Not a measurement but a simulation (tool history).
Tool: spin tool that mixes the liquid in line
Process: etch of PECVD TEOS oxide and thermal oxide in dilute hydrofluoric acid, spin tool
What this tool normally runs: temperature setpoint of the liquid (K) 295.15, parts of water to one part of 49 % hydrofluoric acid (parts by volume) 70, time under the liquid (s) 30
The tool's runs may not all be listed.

run     day  temperature setpoint of the liquid (K)  parts of water to one part of 49 % hydrofluoric acid (parts by volume)  time under the liquid (s)  read-back film thickness of the PECVD TEOS oxide reference wafer, read on the same gauge (nm)  read-back film thickness of the thermal oxide reference wafer, read on the same gauge (nm)  thickness taken off the PECVD TEOS oxide on a monitor wafer (Å)  thickness taken off the thermal oxide on a monitor wafer (Å)
  1   0.000                                  295.15                                                                      70                         30                                                                                          40.01                                                                                      49.971                                                            100.8                                                         19.53
  2   0.983                                  292.65                                                                      45                         50                                                                                          40.00                                                                                      49.997                                                            240.3                                                         46.36
  3   1.683                                  295.15                                                                      70                         30                                                                                          40.00                                                                                      49.989                                                            100.3                                                         20.20
  4   2.412                                  295.15                                                                      90                         15                                                                                          39.98                                                                                      50.007                                                             38.1                                                          7.51
  5   3.762                                  297.15                                                                      85                         30                                                                                          40.03                                                                                      50.019                                                             88.3                                                         17.13
  6   6.883                                  296.65                                                                      70                         50                                                                                          40.03                                                                                      50.019                                                            180.3                                                         35.05
  7   7.888                                  295.15                                                                      70                         30                                                                                          39.99                                                                                      50.013                                                            100.7                                                         19.51
  8   8.404                                  291.15                                                                      50                         20                                                                                          39.99                                                                                      50.020                                                             82.1                                                         15.82
      9.088  -- hydrofluoric acid flow meter replaced
  9   9.492                                  295.15                                                                      45                         40                                                                                          39.98                                                                                      50.018                                                            215.5                                                         42.81
 10  10.517                                  291.65                                                                      40                         35                                                                                          40.01                                                                                      49.965                                                            185.3                                                         36.93
 11  11.354                                  291.65                                                                     105                         30                                                                                          40.00                                                                                      49.979                                                             56.2                                                         11.20
     12.229  -- gauge calibrated
 12  14.371                                  300.15                                                                      70                         30                                                                                          39.98                                                                                      49.993                                                            124.1                                                         24.08
 13  15.767                                  295.15                                                                      70                         30                                                                                          40.01                                                                                      50.030                                                            101.2                                                         20.33
 14  16.638                                  295.15                                                                      70                         30                                                                                          40.01                                                                                      49.975                                                            101.6                                                         20.29
 15  17.412                                  295.15                                                                      50                         40                                                                                          40.00                                                                                      49.986                                                            194.7                                                         38.62
 16  18.192                                  295.15                                                                      80                         30                                                                                          40.01                                                                                      49.994                                                             87.8                                                         16.84
 17  18.738                                  295.15                                                                      90                         35                                                                                          40.02                                                                                      49.994                                                             90.6                                                         17.89
 18  19.433                                  295.15                                                                     100                         30                                                                                          39.99                                                                                      50.014                                                             68.5                                                         13.50
 19  20.154                                  300.15                                                                      95                         35                                                                                          40.02                                                                                      50.020                                                            102.3                                                         20.23
 20  21.621                                  290.15                                                                      70                         30                                                                                          40.00                                                                                      49.962                                                             83.3                                                         15.96
 21  22.346                                  295.15                                                                      70                         30                                                                                          40.01                                                                                      50.000                                                            102.7                                                         20.22
 22  23.279                                  292.65                                                                      70                         40                                                                                          40.00                                                                                      50.008                                                            122.0                                                         24.31
 23  24.525                                  298.15                                                                      85                         15                                                                                          39.99                                                                                      50.008                                                             46.9                                                          9.21
 24  25.892                                  300.15                                                                      50                         30                                                                                          40.02                                                                                      50.034                                                            178.5                                                         34.03
 25  27.367                                  291.65                                                                      70                         30                                                                                          40.00                                                                                      49.978                                                             88.3                                                         17.13

5 options for the next run, each taken on its own from the tool as it stands now. Forecast them:
  A  27.383                                  295.15                                                                      70                         30                                                                                              ?                                                                                           ?                                                                ?                                                             ?
  B  27.383                                  295.15                                                                     100                         15                                                                                              ?                                                                                           ?                                                                ?                                                             ?
  C  27.383                                  297.15                                                                     105                         30                                                                                              ?                                                                                           ?                                                                ?                                                             ?
  D  27.383                                  298.65                                                                      40                         25                                                                                              ?                                                                                           ?                                                                ?                                                             ?
  E  27.383                                  299.15                                                                      60                         20                                                                                              ?                                                                                           ?                                                                ?                                                             ?

run  read-back film thickness of the PECVD TEOS oxide reference wafer, read on the same gauge (nm)  read-back film thickness of the thermal oxide reference wafer, read on the same gauge (nm)  thickness taken off the PECVD TEOS oxide on a monitor wafer (Å)  thickness taken off the thermal oxide on a monitor wafer (Å)
  A                                                                                          39.99                                                                                      50.012                                                            102.0                                                         19.87
  B                                                                                          39.99                                                                                      50.012                                                             34.4                                                          6.71
  C                                                                                          39.99                                                                                      50.012                                                             70.5                                                         13.75
  D                                                                                          39.99                                                                                      50.012                                                            178.5                                                         34.80
  E                                                                                          39.99                                                                                      50.012                                                             94.5                                                         18.41
What these runs would have given with no unlogged condition in the tool:
run  thickness taken off the PECVD TEOS oxide on a monitor wafer (Å)  thickness taken off the thermal oxide on a monitor wafer (Å)
  A                                                             99.8                                                         19.44
  B                                                             33.7                                                          6.56
  C                                                             69.1                                                         13.46
  D                                                            174.7                                                         34.05
  E                                                             92.5                                                         18.03
